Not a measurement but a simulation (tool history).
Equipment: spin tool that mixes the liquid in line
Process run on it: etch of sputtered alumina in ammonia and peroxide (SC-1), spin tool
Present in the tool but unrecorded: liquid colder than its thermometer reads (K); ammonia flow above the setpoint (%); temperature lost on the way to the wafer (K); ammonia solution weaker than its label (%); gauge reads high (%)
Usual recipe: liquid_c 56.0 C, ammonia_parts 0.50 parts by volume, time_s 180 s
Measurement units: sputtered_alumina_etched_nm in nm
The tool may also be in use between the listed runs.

| run | hour | liquid_c | ammonia_parts | time_s | wafers since the last listed run | hours since the thermometer was replaced | hours since the ammonia flow meter was replaced | hours since the heated supply line was repaired | hours since the drum of ammonia solution was connected | hours since the gauge calibration | read-back film thickness of the sputtered alumina reference wafer, read on the same gauge (nm) | sputtered_alumina_etched_nm |
|---|---|---|---|---|---|---|---|---|---|---|---|---|
| 1 | 0.0 | 51.0 | 0.50 | 180 | 0 | 1017.8 | 211.0 | 1930.8 | 51.0 | 49.7 | 60.03 | 6.11 |
| 2 | 34.3 | 51.0 | 0.50 | 180 | 180 | 1052.1 | 245.3 | 1965.1 | 85.3 | 84.0 | 60.01 | 6.00 |
| 3 | 98.1 | 56.0 | 0.50 | 115 | 336 | 1115.9 | 309.1 | 2028.9 | 149.1 | 147.8 | 60.03 | 4.92 |
| 4 | 149.8 | 56.0 | 0.50 | 115 | 272 | 1167.6 | 360.8 | 2080.6 | 200.8 | 199.5 | 60.02 | 4.98 |
|  | 203.6 | new drum of ammonia solution connected |
| 5 | 213.1 | 56.0 | 0.50 | 115 | 328 | 1230.9 | 424.1 | 2143.9 | 9.5 | 262.8 | 59.99 | 4.96 |
| 6 | 269.1 | 56.0 | 0.50 | 180 | 295 | 1286.9 | 480.1 | 2199.9 | 65.5 | 318.8 | 59.98 | 7.73 |
| 7 | 296.4 | 56.0 | 0.50 | 180 | 144 | 1314.2 | 507.4 | 2227.2 | 92.8 | 346.1 | 60.01 | 7.86 |
| 8 | 333.7 | 56.0 | 0.50 | 180 | 196 | 1351.5 | 544.7 | 2264.5 | 130.1 | 383.4 | 60.01 | 7.78 |
|  | 350.2 | ammonia flow meter replaced |
| 9 | 384.3 | 56.0 | 0.50 | 180 | 261 | 1402.1 | 34.1 | 2315.1 | 180.7 | 434.0 | 60.01 | 7.76 |
| 10 | 420.2 | 56.0 | 0.50 | 180 | 189 | 1438.0 | 70.0 | 2351.0 | 216.6 | 469.9 | 59.99 | 7.88 |
|  | 425.8 | new drum of ammonia solution connected |
| 11 | 460.5 | 56.0 | 0.50 | 180 | 207 | 1478.3 | 110.3 | 2391.3 | 34.7 | 510.2 | 60.00 | 7.71 |
| 12 | 524.1 | 63.5 | 0.50 | 265 | 335 | 1541.9 | 173.9 | 2454.9 | 98.3 | 573.8 | 60.01 | 16.77 |
|  | 528.8 | thermometer replaced |
| 13 | 579.1 | 56.0 | 0.35 | 180 | 284 | 50.3 | 228.9 | 2509.9 | 153.3 | 628.8 | 60.00 | 8.01 |
|  | 607.1 | heated supply line repaired |
| 14 | 624.8 | 53.5 | 0.65 | 180 | 235 | 96.0 | 274.6 | 17.7 | 199.0 | 674.5 | 59.98 | 7.35 |
|  | 680.3 | new drum of ammonia solution connected |
| 15 | 693.6 | 61.0 | 0.30 | 80 | 357 | 164.8 | 343.4 | 86.5 | 13.3 | 743.3 | 59.97 | 4.49 |
| 16 | 726.0 | 63.5 | 0.50 | 180 | 170 | 197.2 | 375.8 | 118.9 | 45.7 | 775.7 | 60.02 | 11.84 |
|  | 777.9 | gauge calibrated |
| 17 | 785.7 | 63.0 | 0.45 | 180 | 314 | 256.9 | 435.5 | 178.6 | 105.4 | 7.8 | 59.98 | 11.66 |
| 18 | 818.8 | 56.0 | 0.50 | 180 | 174 | 290.0 | 468.6 | 211.7 | 138.5 | 40.9 | 60.00 | 8.15 |
| 19 | 864.0 | 56.0 | 0.50 | 180 | 238 | 335.2 | 513.8 | 256.9 | 183.7 | 86.1 | 59.99 | 8.19 |
| 20 | 912.9 | 51.5 | 0.25 | 215 | 257 | 384.1 | 562.7 | 305.8 | 232.6 | 135.0 | 60.02 | 7.05 |
|  | 925.7 | new drum of ammonia solution connected |
| 21 | 955.2 | 56.0 | 0.35 | 270 | 217 | 426.4 | 605.0 | 348.1 | 29.5 | 177.3 | 59.97 | 11.90 |
| 22 | 1003.6 | 56.0 | 0.50 | 115 | 255 | 474.8 | 653.4 | 396.5 | 77.9 | 225.7 | 60.02 | 5.06 |
| 23 | 1032.8 | 51.5 | 0.25 | 215 | 154 | 504.0 | 682.6 | 425.7 | 107.1 | 254.9 | 60.00 | 7.00 |

Measured less the same run without the tool's hidden state. The same run-to-run variation is in both; the gauge's scatter may not be:
| run | sputtered_alumina_etched_nm |
|---|---|
| 1 | -0.34 |
| 2 | -0.35 |
| 3 | -0.30 |
| 4 | -0.31 |
| 5 | -0.33 |
| 6 | -0.54 |
| 7 | -0.56 |
| 8 | -0.56 |
| 9 | -0.58 |
| 10 | -0.60 |
| 11 | -0.61 |
| 12 | -1.33 |
| 13 | -0.13 |
| 14 | -0.15 |
| 15 | -0.10 |
| 16 | -0.27 |
| 17 | -0.30 |
| 18 | -0.23 |
| 19 | -0.26 |
| 20 | -0.25 |
| 21 | -0.43 |
| 22 | -0.19 |
| 23 | -0.29 |

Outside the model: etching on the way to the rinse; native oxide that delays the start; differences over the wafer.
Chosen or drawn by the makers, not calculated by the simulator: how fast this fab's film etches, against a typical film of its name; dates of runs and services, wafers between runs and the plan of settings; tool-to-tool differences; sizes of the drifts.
